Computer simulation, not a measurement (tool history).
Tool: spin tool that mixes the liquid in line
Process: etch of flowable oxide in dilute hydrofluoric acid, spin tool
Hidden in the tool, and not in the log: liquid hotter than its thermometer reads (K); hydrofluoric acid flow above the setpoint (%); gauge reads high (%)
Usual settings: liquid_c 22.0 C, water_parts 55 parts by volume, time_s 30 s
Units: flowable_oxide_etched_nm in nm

run	hour	liquid_c	water_parts	time_s	wafers since the last listed run	hours since the thermometer was replaced	hours since the hydrofluoric acid flow meter was replaced	hours since the gauge calibration	read-back film thickness of the flowable oxide reference wafer, read on the same gauge (nm)	flowable_oxide_etched_nm
1	0.0	22.0	55	30	0	858.2	681.8	338.9	60.01	24.77
2	33.1	22.0	55	30	469	891.3	714.9	372.0	60.00	24.63
3	62.3	22.0	55	30	413	920.5	744.1	401.2	60.01	24.87
4	85.7	22.0	55	15	331	943.9	767.5	424.6	60.03	12.43
5	99.0	22.0	55	15	188	957.2	780.8	437.9	59.97	12.53
6	123.5	24.5	55	30	347	981.7	805.3	462.4	60.01	27.49
7	154.3	24.5	55	30	436	1012.5	836.1	493.2	59.99	27.64
8	259.4	24.5	55	30	1489	1117.6	941.2	598.3	59.98	27.81
9	276.5	22.0	55	30	242	1134.7	958.3	615.4	60.01	25.62
10	298.1	22.0	65	40	306	1156.3	979.9	637.0	60.01	28.11
11	311.8	22.0	55	30	194	1170.0	993.6	650.7	59.99	25.56
12	323.8	20.0	70	40	170	1182.0	1005.6	662.7	60.00	24.14
13	336.0	22.0	55	30	172	1194.2	1017.8	674.9	60.02	25.46
# hour 353.8: hydrofluoric acid flow meter replaced
# hour 370.0: thermometer replaced
# hour 374.9: gauge calibrated
14	423.2	22.0	55	15	1207	53.2	69.4	48.3	60.01	11.71
15	440.8	22.0	45	45	249	70.8	87.0	65.9	59.98	43.75
16	475.7	25.0	65	15	494	105.7	121.9	100.8	60.01	11.18
17	496.7	17.5	55	30	297	126.7	142.9	121.8	60.04	19.47
18	523.9	17.5	75	40	385	153.9	170.1	149.0	60.00	18.62
19	551.0	19.5	55	25	384	181.0	197.2	176.1	59.99	17.75
20	564.1	22.0	85	20	185	194.1	210.3	189.2	60.02	9.86
21	593.2	22.0	35	15	412	223.2	239.4	218.3	60.00	19.28

Forecast each of these 4 alternatives for the next run:
A	593.6	22.0	55	30	5	223.6	239.8	218.7	?	?
B	593.6	22.0	40	50	5	223.6	239.8	218.7	?	?
C	593.6	22.0	55	45	5	223.6	239.8	218.7	?	?
D	593.6	19.5	25	45	5	223.6	239.8	218.7	?	?

run	read-back film thickness of the flowable oxide reference wafer, read on the same gauge (nm)	flowable_oxide_etched_nm
A	60.01	23.90
B	60.01	55.78
C	60.01	35.85
D	60.01	73.45
Without the tool's hidden state the same runs would have given:
run	flowable_oxide_etched_nm
A	22.91
B	53.50
C	34.36
D	70.52

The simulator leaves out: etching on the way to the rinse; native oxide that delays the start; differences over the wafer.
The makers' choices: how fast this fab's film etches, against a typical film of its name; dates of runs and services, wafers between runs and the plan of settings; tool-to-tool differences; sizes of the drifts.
